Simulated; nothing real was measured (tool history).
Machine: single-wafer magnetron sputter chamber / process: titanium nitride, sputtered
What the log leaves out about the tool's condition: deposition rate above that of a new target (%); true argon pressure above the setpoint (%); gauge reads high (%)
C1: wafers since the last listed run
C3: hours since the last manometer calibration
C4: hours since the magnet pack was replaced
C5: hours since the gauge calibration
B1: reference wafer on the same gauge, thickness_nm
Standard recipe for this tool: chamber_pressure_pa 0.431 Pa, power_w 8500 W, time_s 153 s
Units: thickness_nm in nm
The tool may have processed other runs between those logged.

{"run": 1, "hour": 0.0, "chamber_pressure_pa": 0.431, "power_w": 8500, "time_s": 153, "C1": 0, "wafers on the sputter target": 1129, "C3": 864.2, "C4": 5244.3, "C5": 845.1, "B1": 220.095, "thickness_nm": 251.439}
{"run": 2, "hour": 60.9, "chamber_pressure_pa": 0.431, "power_w": 8500, "time_s": 153, "C1": 715, "wafers on the sputter target": 1844, "C3": 925.1, "C4": 5305.2, "C5": 906.0, "B1": 220.377, "thickness_nm": 250.335}
{"hour": 78.3, "done": "gauge calibrated"}
{"run": 3, "hour": 125.9, "chamber_pressure_pa": 0.431, "power_w": 8500, "time_s": 153, "C1": 763, "wafers on the sputter target": 2608, "C3": 990.1, "C4": 5370.2, "C5": 47.6, "B1": 219.853, "thickness_nm": 249.394}
{"run": 4, "hour": 197.3, "chamber_pressure_pa": 0.536, "power_w": 8500, "time_s": 146, "C1": 838, "wafers on the sputter target": 3446, "C3": 1061.5, "C4": 5441.6, "C5": 119.0, "B1": 219.93, "thickness_nm": 224.232}
{"run": 5, "hour": 235.9, "chamber_pressure_pa": 0.536, "power_w": 8500, "time_s": 146, "C1": 453, "wafers on the sputter target": 3900, "C3": 1100.1, "C4": 5480.2, "C5": 157.6, "B1": 220.121, "thickness_nm": 224.839}
{"run": 6, "hour": 297.9, "chamber_pressure_pa": 0.536, "power_w": 8500, "time_s": 146, "C1": 728, "wafers on the sputter target": 4628, "C3": 1162.1, "C4": 5542.2, "C5": 219.6, "B1": 220.206, "thickness_nm": 224.654}
{"run": 7, "hour": 368.5, "chamber_pressure_pa": 0.431, "power_w": 8500, "time_s": 177, "C1": 829, "wafers on the sputter target": 5457, "C3": 1232.7, "C4": 5612.8, "C5": 290.2, "B1": 220.705, "thickness_nm": 278.549}
{"run": 8, "hour": 481.3, "chamber_pressure_pa": 0.431, "power_w": 8500, "time_s": 177, "C1": 1325, "wafers on the sputter target": 6783, "C3": 1345.5, "C4": 5725.6, "C5": 403.0, "B1": 219.681, "thickness_nm": 276.648}
{"run": 9, "hour": 537.6, "chamber_pressure_pa": 0.431, "power_w": 8500, "time_s": 177, "C1": 661, "wafers on the sputter target": 7444, "C3": 1401.8, "C4": 5781.9, "C5": 459.3, "B1": 219.715, "thickness_nm": 275.171}
{"hour": 575.4, "done": "sputter target and shields replaced"}
{"run": 10, "hour": 600.3, "chamber_pressure_pa": 0.431, "power_w": 8500, "time_s": 133, "C1": 642, "wafers on the sputter target": 292, "C3": 1464.5, "C4": 5844.6, "C5": 522.0, "B1": 219.763, "thickness_nm": 217.473}
{"run": 11, "hour": 646.0, "chamber_pressure_pa": 0.431, "power_w": 8500, "time_s": 153, "C1": 536, "wafers on the sputter target": 829, "C3": 1510.2, "C4": 5890.3, "C5": 567.7, "B1": 220.039, "thickness_nm": 251.482}
{"run": 12, "hour": 706.1, "chamber_pressure_pa": 0.319, "power_w": 6950, "time_s": 153, "C1": 706, "wafers on the sputter target": 1535, "C3": 1570.3, "C4": 5950.4, "C5": 627.8, "B1": 220.205, "thickness_nm": 214.787}
{"run": 13, "hour": 744.7, "chamber_pressure_pa": 0.594, "power_w": 10450, "time_s": 128, "C1": 453, "wafers on the sputter target": 1988, "C3": 1608.9, "C4": 5989.0, "C5": 666.4, "B1": 219.598, "thickness_nm": 241.332}
{"run": 14, "hour": 811.5, "chamber_pressure_pa": 0.313, "power_w": 8500, "time_s": 153, "C1": 784, "wafers on the sputter target": 2773, "C3": 1675.7, "C4": 6055.8, "C5": 733.2, "B1": 220.322, "thickness_nm": 260.586}
{"run": 15, "hour": 874.5, "chamber_pressure_pa": 0.488, "power_w": 10050, "time_s": 153, "C1": 740, "wafers on the sputter target": 3513, "C3": 1738.7, "C4": 6118.8, "C5": 796.2, "B1": 219.883, "thickness_nm": 283.063}
{"hour": 905.2, "done": "magnet pack replaced"}
{"run": 16, "hour": 919.1, "chamber_pressure_pa": 0.272, "power_w": 6650, "time_s": 172, "C1": 429, "wafers on the sputter target": 3943, "C3": 1783.3, "C4": 13.9, "C5": 840.8, "B1": 219.988, "thickness_nm": 230.707}
{"hour": 945.7, "done": "capacitance manometer re-zeroed and calibrated"}
{"run": 17, "hour": 981.5, "chamber_pressure_pa": 0.431, "power_w": 10550, "time_s": 153, "C1": 639, "wafers on the sputter target": 4582, "C3": 35.8, "C4": 76.3, "C5": 903.2, "B1": 220.526, "thickness_nm": 301.754}
{"hour": 1014.5, "done": "gauge calibrated"}
{"run": 18, "hour": 1036.5, "chamber_pressure_pa": 0.544, "power_w": 8500, "time_s": 135, "C1": 646, "wafers on the sputter target": 5228, "C3": 90.8, "C4": 131.3, "C5": 22.0, "B1": 220.569, "thickness_nm": 205.753}

Run 19, settings as shown, results not yet in. Your forecast:
{"run": 19, "hour": 1071.9, "chamber_pressure_pa": 0.319, "power_w": 8500, "time_s": 132, "C1": 415, "wafers on the sputter target": 5644, "C3": 126.2, "C4": 166.7, "C5": 57.4, "B1": "?", "thickness_nm": "?"}

{"run 19": {"B1": 219.7, "thickness_nm": 219.298}}
With no hidden state in the tool, this same run would have given thickness_nm 228.064 nm.

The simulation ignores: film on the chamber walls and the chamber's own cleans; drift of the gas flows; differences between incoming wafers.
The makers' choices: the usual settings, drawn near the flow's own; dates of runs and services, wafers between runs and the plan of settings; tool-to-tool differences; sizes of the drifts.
